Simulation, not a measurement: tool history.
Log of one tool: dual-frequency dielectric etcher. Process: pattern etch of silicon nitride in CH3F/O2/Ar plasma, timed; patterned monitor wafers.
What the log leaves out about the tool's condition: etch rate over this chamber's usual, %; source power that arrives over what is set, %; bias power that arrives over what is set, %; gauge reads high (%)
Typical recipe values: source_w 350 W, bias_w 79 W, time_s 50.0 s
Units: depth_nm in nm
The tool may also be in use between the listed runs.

run,day,source_w,bias_w,time_s,wafers since the last listed run,hours since the last wet clean,hours since the last source power generator calibration,hours since the last bias power generator calibration,hours since the last upper electrode change,hours since the gauge calibration,"read-back reference wafer on the same gauge, depth_nm",depth_nm
1,0.000,400,79,50.0,0,2.3,2666.2,3231.2,3216.1,414.7,29.90,31.73
2,0.521,400,79,50.0,187,14.8,2678.7,3243.7,3228.6,427.2,29.90,31.68
3,1.342,350,79,44.5,296,34.5,2698.4,3263.4,3248.3,446.9,29.92,26.80
# day 1.896: gauge calibrated
4,2.042,350,79,44.5,252,51.3,2715.2,3280.2,3265.1,3.5,29.91,26.66
5,2.708,390,79,50.0,240,67.3,2731.2,3296.2,3281.1,19.5,29.88,31.50
6,3.429,390,79,50.0,260,84.6,2748.5,3313.5,3298.4,36.8,29.89,31.34
7,3.967,350,79,50.0,193,97.5,2761.4,3326.4,3311.3,49.7,29.90,30.00
8,5.167,350,79,50.0,433,126.3,2790.2,3355.2,3340.1,78.5,29.89,30.10
9,6.038,350,79,50.0,314,147.2,2811.1,3376.1,3361.0,99.4,29.87,30.01
10,7.175,350,79,50.0,410,174.5,2838.4,3403.4,3388.3,126.7,29.90,30.08
11,8.579,350,68,50.0,506,208.2,2872.1,3437.1,3422.0,160.4,29.89,28.78
# day 9.867: source power generator calibrated
# day 10.588: upper electrode replaced
12,10.608,350,68,50.0,412,256.9,17.8,3485.8,0.5,209.1,29.90,28.75
13,11.092,350,68,50.0,174,268.5,29.4,3497.4,12.1,220.7,29.89,28.62
14,11.608,350,79,50.0,186,280.9,41.8,3509.8,24.5,233.1,29.90,30.03
15,12.642,330,79,41.5,372,305.7,66.6,3534.6,49.3,257.9,29.91,24.39
16,16.512,420,89,55.5,1397,398.6,159.5,3627.5,142.2,350.8,29.90,37.63
17,17.188,350,71,50.0,243,414.8,175.7,3643.7,158.4,367.0,29.89,29.35
18,17.700,290,60,43.5,184,427.1,188.0,3656.0,170.7,379.3,29.87,22.29
# day 18.117: bias power generator calibrated
19,18.621,350,68,50.0,272,449.2,210.1,12.1,192.8,401.4,29.89,28.94
# day 19.512: gauge calibrated
# day 19.938: wet clean of the chamber
20,19.958,350,79,55.0,121,0.5,242.2,44.2,224.9,10.7,29.89,33.07
21,20.500,430,67,40.0,195,13.5,255.2,57.2,237.9,23.7,29.91,24.97
22,21.608,440,66,50.0,400,40.1,281.8,83.8,264.5,50.3,29.89,31.25
23,22.304,410,70,54.5,251,56.8,298.5,100.5,281.2,67.0,29.91,33.60
24,23.071,350,72,41.0,276,75.2,316.9,118.9,299.6,85.4,29.89,23.92
25,23.596,440,66,50.0,189,87.8,329.5,131.5,312.2,98.0,29.91,31.44
26,24.462,410,97,50.0,312,108.6,350.3,152.3,333.0,118.8,29.90,34.43
27,25.875,350,96,56.5,509,142.5,384.2,186.2,366.9,152.7,29.87,36.24
28,26.425,350,79,42.0,198,155.7,397.4,199.4,380.1,165.9,29.91,25.28
29,27.288,300,79,39.5,311,176.4,418.1,220.1,400.8,186.6,29.91,22.25
30,28.629,350,79,50.0,484,208.6,450.3,252.3,433.0,218.8,29.89,30.24
31,29.829,430,98,65.0,433,237.4,479.1,281.1,461.8,247.6,29.89,45.82

Predict each of these 3 candidate next runs independently; none follows another, all start after run 31:
A,29.846,350,79,50.0,6,237.8,479.5,281.5,462.2,248.0,?,?
B,29.846,350,71,61.5,6,237.8,479.5,281.5,462.2,248.0,?,?
C,29.846,300,79,50.0,6,237.8,479.5,281.5,462.2,248.0,?,?

run,"read-back reference wafer on the same gauge, depth_nm",depth_nm
A,29.90,30.21
B,29.90,35.94
C,29.90,28.26
Had the tool no hidden state, the same runs would have come out as:
run,depth_nm
A,30.04
B,35.74
C,28.11
